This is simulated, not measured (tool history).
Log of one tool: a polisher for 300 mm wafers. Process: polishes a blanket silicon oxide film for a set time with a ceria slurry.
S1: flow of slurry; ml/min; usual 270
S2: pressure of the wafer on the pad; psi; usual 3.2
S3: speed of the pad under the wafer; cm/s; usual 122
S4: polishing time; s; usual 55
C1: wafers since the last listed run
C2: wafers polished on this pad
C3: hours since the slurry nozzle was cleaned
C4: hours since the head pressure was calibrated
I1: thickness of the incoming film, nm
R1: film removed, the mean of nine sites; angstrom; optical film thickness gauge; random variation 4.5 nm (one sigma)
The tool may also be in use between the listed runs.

{"run": 1, "hour": 0.0, "S1": 240, "S2": 3.2, "S3": 112, "S4": 55, "C1": 0, "C2": 2185, "C3": 242.8, "C4": 359.1, "I1": 1447.8, "R1": 2978}
{"hour": 53.3, "done": "worn pad replaced by a new one"}
{"run": 2, "hour": 70.0, "S1": 270, "S2": 3.2, "S3": 122, "S4": 55, "C1": 737, "C2": 187, "C3": 312.8, "C4": 429.1, "I1": 1433.8, "R1": 3220}
{"run": 3, "hour": 117.9, "S1": 270, "S2": 3.2, "S3": 122, "S4": 55, "C1": 535, "C2": 722, "C3": 360.7, "C4": 477.0, "I1": 1446.0, "R1": 3277}
{"run": 4, "hour": 173.6, "S1": 270, "S2": 3.2, "S3": 122, "S4": 55, "C1": 622, "C2": 1344, "C3": 416.4, "C4": 532.7, "I1": 1441.4, "R1": 3245}
{"run": 5, "hour": 204.7, "S1": 270, "S2": 3.2, "S3": 122, "S4": 55, "C1": 347, "C2": 1692, "C3": 447.5, "C4": 563.8, "I1": 1453.8, "R1": 3208}
{"hour": 274.9, "done": "worn pad replaced by a new one, of another model than before"}
{"run": 6, "hour": 275.2, "S1": 270, "S2": 3.2, "S3": 122, "S4": 55, "C1": 743, "C2": 3, "C3": 518.0, "C4": 634.3, "I1": 1449.0, "R1": 3234}
{"hour": 303.5, "done": "slurry nozzle cleaned"}
{"run": 7, "hour": 308.0, "S1": 270, "S2": 3.2, "S3": 122, "S4": 55, "C1": 355, "C2": 358, "C3": 4.5, "C4": 667.1, "I1": 1450.8, "R1": 3256}
{"run": 8, "hour": 341.1, "S1": 270, "S2": 3.2, "S3": 110, "S4": 55, "C1": 369, "C2": 728, "C3": 37.6, "C4": 700.2, "I1": 1407.8, "R1": 2935}
{"run": 9, "hour": 393.8, "S1": 270, "S2": 3.2, "S3": 110, "S4": 55, "C1": 588, "C2": 1317, "C3": 90.3, "C4": 752.9, "I1": 1447.4, "R1": 2922}
{"run": 10, "hour": 440.7, "S1": 270, "S2": 3.2, "S3": 122, "S4": 55, "C1": 524, "C2": 1841, "C3": 137.2, "C4": 799.8, "I1": 1460.1, "R1": 3112}
{"run": 11, "hour": 506.1, "S1": 270, "S2": 3.2, "S3": 122, "S4": 55, "C1": 730, "C2": 2572, "C3": 202.6, "C4": 865.2, "I1": 1449.3, "R1": 3028}
{"hour": 538.4, "done": "worn pad replaced by a new one"}
{"run": 12, "hour": 538.9, "S1": 270, "S2": 3.2, "S3": 122, "S4": 55, "C1": 321, "C2": 5, "C3": 235.4, "C4": 898.0, "I1": 1447.3, "R1": 3179}
{"run": 13, "hour": 579.4, "S1": 270, "S2": 3.2, "S3": 122, "S4": 55, "C1": 452, "C2": 457, "C3": 275.9, "C4": 938.5, "I1": 1425.4, "R1": 3217}
{"run": 14, "hour": 610.4, "S1": 270, "S2": 3.2, "S3": 122, "S4": 55, "C1": 346, "C2": 804, "C3": 306.9, "C4": 969.5, "I1": 1442.4, "R1": 3283}
{"run": 15, "hour": 644.0, "S1": 270, "S2": 3.2, "S3": 122, "S4": 55, "C1": 375, "C2": 1179, "C3": 340.5, "C4": 1003.1, "I1": 1446.6, "R1": 3192}
{"run": 16, "hour": 710.3, "S1": 235, "S2": 2.4, "S3": 122, "S4": 55, "C1": 740, "C2": 1920, "C3": 406.8, "C4": 1069.4, "I1": 1439.0, "R1": 2624}
{"run": 17, "hour": 766.3, "S1": 200, "S2": 3.2, "S3": 144, "S4": 46, "C1": 625, "C2": 2546, "C3": 462.8, "C4": 1125.4, "I1": 1461.7, "R1": 2965}
{"run": 18, "hour": 797.1, "S1": 300, "S2": 3.2, "S3": 122, "S4": 55, "C1": 344, "C2": 2890, "C3": 493.6, "C4": 1156.2, "I1": 1439.9, "R1": 2980}
{"hour": 814.8, "done": "worn pad replaced by a new one"}
{"hour": 849.4, "done": "head pressure recalibrated"}
{"run": 19, "hour": 849.9, "S1": 215, "S2": 4.2, "S3": 156, "S4": 46, "C1": 522, "C2": 369, "C3": 546.4, "C4": 0.5, "I1": 1462.6, "R1": 4195}
{"hour": 852.6, "done": "slurry nozzle cleaned"}
{"run": 20, "hour": 889.6, "S1": 335, "S2": 3.2, "S3": 104, "S4": 60, "C1": 432, "C2": 801, "C3": 37.0, "C4": 40.2, "I1": 1467.0, "R1": 3038}
{"hour": 1042.0, "done": "worn pad replaced by a new one"}
{"run": 21, "hour": 1065.4, "S1": 220, "S2": 2.2, "S3": 122, "S4": 55, "C1": 1919, "C2": 262, "C3": 212.8, "C4": 216.0, "I1": 1437.1, "R1": 2524}
{"run": 22, "hour": 1099.7, "S1": 270, "S2": 3.2, "S3": 122, "S4": 38, "C1": 383, "C2": 645, "C3": 247.1, "C4": 250.3, "I1": 1436.1, "R1": 2249}
{"run": 23, "hour": 1145.2, "S1": 270, "S2": 3.2, "S3": 122, "S4": 55, "C1": 508, "C2": 1153, "C3": 292.6, "C4": 295.8, "I1": 1461.3, "R1": 3219}
{"run": 24, "hour": 1197.0, "S1": 270, "S2": 3.2, "S3": 106, "S4": 55, "C1": 578, "C2": 1732, "C3": 344.4, "C4": 347.6, "I1": 1457.2, "R1": 2780}

The next listed run, before its measurement:
{"run": 25, "hour": 1245.3, "S1": 335, "S2": 3.2, "S3": 122, "S4": 73, "C1": 539, "C2": 2272, "C3": 392.7, "C4": 395.9, "I1": 1437.2, "R1": "?"}

R1: 4154 angstrom
Without the tool's hidden state the same run would have given R1 4355 angstrom.
